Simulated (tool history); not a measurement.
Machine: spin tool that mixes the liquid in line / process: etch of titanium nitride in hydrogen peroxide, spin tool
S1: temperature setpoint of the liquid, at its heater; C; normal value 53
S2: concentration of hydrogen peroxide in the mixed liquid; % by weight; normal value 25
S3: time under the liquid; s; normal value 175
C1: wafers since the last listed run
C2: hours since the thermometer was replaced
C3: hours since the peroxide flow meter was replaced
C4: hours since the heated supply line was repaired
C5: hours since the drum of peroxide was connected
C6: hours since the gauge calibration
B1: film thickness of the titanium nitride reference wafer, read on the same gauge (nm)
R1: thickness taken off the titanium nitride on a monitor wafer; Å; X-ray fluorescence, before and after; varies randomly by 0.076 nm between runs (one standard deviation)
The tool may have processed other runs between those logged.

run   hour    S1  S2   S3   C1      C2      C3      C4     C5     C6      B1     R1
  1      0    53  25  115    0  1792.6  2205.1  2995.5  183.8    215     140   53.3
  2     13    53  25  175  101  1805.6  2218.1  3008.5  196.8    228  140.02   81.4
  3   52.6    53  25  175  310  1845.2  2257.7  3048.1  236.4  267.6  140.04   80.5
  4   73.2    53  25  175  161  1865.8  2278.3  3068.7    257  288.2  139.99   79.9
  5   95.4    53  25  175  173    1888  2300.5  3090.9  279.2  310.4     140   80.8
  6  175.2    53  25  175  625  1967.8  2380.3  3170.7    359  390.2  139.98   79.6
  7  232.3    53  25  175  447  2024.9  2437.4  3227.8  416.1  447.3  139.99   78.5
  8  261.5    53  25  175  228  2054.1  2466.6    3257  445.3  476.5  139.99   78.5
     262.8  -- heated supply line repaired
  9  281.6    53  25  175  149  2074.2  2486.7    18.8  465.4  496.6  140.03     97
     311.3  -- gauge calibrated
 10  316.7    53  25  175  274  2109.3  2521.8    53.9  500.5    5.4  140.03   96.6
 11    335    48  25  175  143  2127.6  2540.1    72.2  518.8   23.7  139.94   65.9
 12  363.7    53  20  255  224  2156.3  2568.8   100.9  547.5   52.4  139.97  131.4
 13  377.9  49.5  19   75  111  2170.5    2583   115.1  561.7   66.6  139.97     30
     391.1  -- thermometer replaced
 14  402.2    53  29  175  182    11.1  2607.3   139.4    586   90.9  140.02     97
     414.8  -- new drum of peroxide connected
 15  415.7    53  25  175   97    24.6  2620.8   152.9    0.9  104.4  140.02   94.7
 16  444.5    53  25  175  225    53.4  2649.6   181.7   29.7  133.2  140.06   93.5
 17  466.2  43.5  25  175  169    75.1  2671.3   203.4   51.4  154.9  140.01   47.1
     476.3  -- peroxide flow meter replaced
 18  489.3    53  25  140  173    98.2      13   226.5   74.5    178  139.99   75.4
 19  518.8    53  25   70  231   127.7    42.5     256    104  207.5     140   37.6
 20  550.6    53  25  175  249   159.5    74.3   287.8  135.8  239.3  140.01     94
 21  565.9    53  25   75  119   174.8    89.6   303.1  151.1  254.6     140   40.1
 22  585.7    53  25  175  155   194.6   109.4   322.9  170.9  274.4     140   92.7
 23  603.2  59.5  30  135  137   212.1   126.9   340.4  188.4  291.9  139.99  117.9

Here are 5 independent what-if runs from the current tool condition. What would each one return?
  A  603.7    53  25  175   3  212.6  127.4  340.9  188.9  292.4   ?   ?
  B  603.7  62.5  25  175   3  212.6  127.4  340.9  188.9  292.4   ?   ?
  C  603.7  56.5  25  235   3  212.6  127.4  340.9  188.9  292.4   ?   ?
  D  603.7    53  25  265   3  212.6  127.4  340.9  188.9  292.4   ?   ?
  E  603.7  45.5  25  140   3  212.6  127.4  340.9  188.9  292.4   ?   ?

run      B1     R1
  A  139.97   92.2
  B  139.97  178.3
  C  139.97  158.6
  D  139.97  139.6
  E  139.97   42.6
Had the tool no hidden state, the same runs would have come out as:
run     R1
  A  101.3
  B    195
  C    174
  D  153.5
  E     47

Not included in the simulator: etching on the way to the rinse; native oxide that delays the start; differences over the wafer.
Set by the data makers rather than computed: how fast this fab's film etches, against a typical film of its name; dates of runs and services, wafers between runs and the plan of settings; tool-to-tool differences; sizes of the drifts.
